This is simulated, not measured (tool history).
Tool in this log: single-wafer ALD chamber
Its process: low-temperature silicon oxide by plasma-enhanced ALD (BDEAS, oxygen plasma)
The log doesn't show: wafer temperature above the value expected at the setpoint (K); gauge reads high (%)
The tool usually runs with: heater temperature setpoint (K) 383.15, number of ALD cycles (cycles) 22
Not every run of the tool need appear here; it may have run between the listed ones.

run,hour,heater temperature setpoint (K),number of ALD cycles (cycles),wafers since the last listed run,hours since the last thermocouple change,hours since the gauge calibration,"read-back reference wafer on the same gauge, thickness_nm",mean film thickness on the monitor wafer (nm)
1,0,372.15,22,0,1880.9,147.7,2.699,3.02
2,24.5,372.15,22,156,1905.4,172.2,2.699,3.034
3,40,383.15,22,98,1920.9,187.7,2.7,2.947
4,60.5,383.15,22,130,1941.4,208.2,2.7,2.941
5,86.4,383.15,22,165,1967.3,234.1,2.699,2.941
6,160.5,386.15,21,472,2041.4,308.2,2.701,2.808
7,172.7,386.15,21,77,2053.6,320.4,2.7,2.791
# hour 182: gauge calibrated
8,186.8,386.15,21,89,2067.7,4.8,2.7,2.799
9,218.2,383.15,22,200,2099.1,36.2,2.7,2.953
10,235.3,369.15,20,109,2116.2,53.3,2.702,2.791
11,262.6,383.15,25,174,2143.5,80.6,2.701,3.344
12,282.8,383.15,22,128,2163.7,100.8,2.702,2.963
13,303.2,387.15,25,130,2184.1,121.2,2.7,3.331
14,335.1,369.15,24,203,2216,153.1,2.697,3.343
15,357,383.15,18,139,2237.9,175,2.701,2.41
# hour 392.4: thermocouple changed; heater temperature recalibrated
16,419.8,383.15,22,349,27.4,237.8,2.701,2.941
17,446.3,373.15,24,169,53.9,264.3,2.701,3.296
18,461.4,375.15,20,96,69,279.4,2.699,2.723
19,566.4,397.15,25,670,174,384.4,2.699,3.243

Predict each of these 5 candidate next runs independently; none follows another, all start after run 19:
A,566.8,374.15,22,2,174.4,384.8,?,?
B,566.8,371.15,22,2,174.4,384.8,?,?
C,566.8,387.15,22,2,174.4,384.8,?,?
D,566.8,388.15,19,2,174.4,384.8,?,?
E,566.8,369.15,25,2,174.4,384.8,?,?

run,"read-back reference wafer on the same gauge, thickness_nm",mean film thickness on the monitor wafer (nm)
A,2.7,3
B,2.7,3.037
C,2.7,2.919
D,2.7,2.515
E,2.7,3.479
With no hidden state in the tool, these same runs would have given:
run,mean film thickness on the monitor wafer (nm)
A,3
B,3.037
C,2.919
D,2.515
E,3.479

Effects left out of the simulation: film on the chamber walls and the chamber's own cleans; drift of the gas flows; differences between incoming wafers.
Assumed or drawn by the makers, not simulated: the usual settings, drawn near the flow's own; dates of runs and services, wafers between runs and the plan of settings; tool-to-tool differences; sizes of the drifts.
